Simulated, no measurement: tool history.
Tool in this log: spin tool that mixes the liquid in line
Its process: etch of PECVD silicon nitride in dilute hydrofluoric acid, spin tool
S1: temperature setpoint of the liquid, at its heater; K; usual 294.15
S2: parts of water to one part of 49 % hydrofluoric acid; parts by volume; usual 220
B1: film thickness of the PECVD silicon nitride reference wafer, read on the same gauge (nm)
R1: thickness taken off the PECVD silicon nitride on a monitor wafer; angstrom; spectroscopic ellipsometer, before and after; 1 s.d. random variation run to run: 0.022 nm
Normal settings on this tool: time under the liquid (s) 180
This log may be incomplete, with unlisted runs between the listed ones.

Run 1, hour 0: usual settings but S1 297.65 K; B1 150.019. Result: R1 32.08 angstrom.
Run 2, hour 73.8: usual settings but S1 297.65 K; B1 149.971. Result: R1 32.46 angstrom.
Run 3, hour 122.3: usual settings but S1 297.65 K; B1 150.054. Result: R1 32.45 angstrom.
Run 4, hour 186.8: usual settings; B1 149.99. Result: R1 25.11 angstrom.
Run 5, hour 229.8: usual settings; B1 150.072. Result: R1 25.45 angstrom.
Run 6, hour 295.5: usual settings; B1 149.957. Result: R1 25.01 angstrom.
Run 7, hour 400.5: usual settings; B1 149.928. Result: R1 24.73 angstrom.
Run 8, hour 468.4: usual settings; B1 149.99. Result: R1 24.76 angstrom.
Run 9, hour 510.9: usual settings; B1 150.02. Result: R1 24.39 angstrom.
Run 10, hour 572.1: usual settings but S1 290.65 K; B1 149.989. Result: R1 19.64 angstrom.
Run 11, hour 637.7: usual settings but S1 290.65 K; B1 149.928. Result: R1 19.51 angstrom.
Run 12, hour 702.5: usual settings but S2 170 parts by volume; B1 150.026. Result: R1 31.02 angstrom.
Run 13, hour 769.9: usual settings; B1 149.998. Result: R1 24.7 angstrom.
Run 14, hour 855.6: usual settings but S1 298.15 K, S2 305 parts by volume; B1 149.963. Result: R1 22.62 angstrom.
Run 15, hour 900.5: usual settings but S2 170 parts by volume; B1 149.997. Result: R1 30.78 angstrom.
Run 16, hour 979: usual settings but S1 291.65 K; B1 149.951. Result: R1 20.29 angstrom.
Run 17, hour 1169: usual settings but S1 297.65 K, S2 330 parts by volume; B1 149.981. Result: R1 19.79 angstrom.
Run 18, hour 1263: usual settings but S1 296.65 K, time under the liquid (s) 150; B1 149.971. Result: R1 24.14 angstrom.
Run 19, hour 1356: usual settings but S1 296.65 K, time under the liquid (s) 150; B1 150.02. Result: R1 26.76 angstrom.
Run 20, hour 1463.6: usual settings; B1 149.994. Result: R1 26.83 angstrom.
Run 21, hour 1534.7: usual settings but S2 170 parts by volume; B1 149.983. Result: R1 34.25 angstrom.
Run 22, hour 1636.9: usual settings but S1 292.15 K, S2 295 parts by volume, time under the liquid (s) 140; B1 150.01. Result: R1 13.68 angstrom.
Run 23, hour 1728.7: usual settings but S1 292.15 K, S2 120 parts by volume, time under the liquid (s) 270; B1 150.045. Result: R1 63.08 angstrom.
Run 24, hour 1855.8: usual settings but S1 299.15 K, S2 250 parts by volume, time under the liquid (s) 140; B1 150.022. Result: R1 24.57 angstrom.

Removed from this log: 3 entries logged between the listed runs. Between which two listed runs does each belong, and how does the tool's hidden state at the listed run before it compare with that at the listed run after it?
From run 16 to run 17: gauge calibrated (hour 1079.2)
  liquid colder than its thermometer reads (K): 1.71 -> 1.85; hydrofluoric acid flow below the setpoint (%): 4.06 -> 4.55
  difference, measured minus the result without the unlogged condition, R1: -3.36 -> -3.39 angstrom
From run 17 to run 18: hydrofluoric acid flow meter replaced (hour 1203.1)
  liquid colder than its thermometer reads (K): 1.85 -> 1.92; hydrofluoric acid flow below the setpoint (%): 4.55 -> 0.644
  difference, measured minus the result without the unlogged condition, R1: -3.39 -> -3.31 angstrom
From run 18 to run 19: thermometer replaced (hour 1329.3)
  liquid colder than its thermometer reads (K): 1.92 -> 0.113; hydrofluoric acid flow below the setpoint (%): 0.644 -> 0.887
  difference, measured minus the result without the unlogged condition, R1: -3.31 -> -0.43 angstrom

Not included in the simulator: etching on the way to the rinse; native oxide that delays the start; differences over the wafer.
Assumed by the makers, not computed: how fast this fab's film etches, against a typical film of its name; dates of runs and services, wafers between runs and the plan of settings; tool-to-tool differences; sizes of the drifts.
